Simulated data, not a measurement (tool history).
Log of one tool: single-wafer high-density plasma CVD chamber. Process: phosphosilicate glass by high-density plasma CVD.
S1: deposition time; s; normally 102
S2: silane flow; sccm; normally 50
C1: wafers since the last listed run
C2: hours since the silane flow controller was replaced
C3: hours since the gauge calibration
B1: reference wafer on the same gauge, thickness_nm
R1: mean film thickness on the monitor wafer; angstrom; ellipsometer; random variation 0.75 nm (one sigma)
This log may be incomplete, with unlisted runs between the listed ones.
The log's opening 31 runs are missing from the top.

run   hour   S1  S2   C1     C2     C3       B1       R1
 32  403.1   95  42  257    190  170.9  490.137  4279.71
 33  415.1  108  59  243    202  182.9  489.656  5927.67
 34  424.2  109  44  184  211.1    192  490.109   5026.8
 35    440  102  50  320  226.9  207.8  489.799   5071.7
 36  450.9  102  50  221  237.8  218.7  489.985  5067.19
 37  462.4  102  50  233  249.3  230.2  490.026  5065.97
 38  470.2  113  50  158  257.1    238  490.055  5603.86
 39  484.2  114  50  284  271.1    252  490.169  5678.24
 40  497.6   84  42  271  284.5  265.4  489.864  3787.35
 41  515.1  119  45  355    302  282.9  489.956  5565.41
 42  530.3   96  41  308  317.2  298.1   489.96  4266.61
 43  536.5   89  50  125  323.4  304.3  489.765  4426.94
 44  545.3   89  41  178  332.2  313.1  490.175  3956.25
 45  561.4  121  40  326  348.3  329.2  489.548  5315.48
 46  577.5   91  50  326  364.4  345.3  490.192  4535.56

Consider 5 possible next runs. They are alternatives, not a sequence: every one starts from the tool as it was left by run 46. What does each give?
  A  577.9  102  50   8  364.8  345.7   ?   ?
  B  577.9  107  57   8  364.8  345.7   ?   ?
  C  577.9  116  40   8  364.8  345.7   ?   ?
  D  577.9   92  42   8  364.8  345.7   ?   ?
  E  577.9  120  54   8  364.8  345.7   ?   ?

run       B1       R1
  A  489.741  5077.86
  B  489.741  5766.97
  C  489.741  5093.09
  D  489.741  4147.48
  E  489.741  6256.06
Stripped of hidden state, with their random variation kept, the same runs would have yielded:
run       R1
  A  5033.28
  B  5716.34
  C  5048.37
  D  4111.07
  E  6201.13
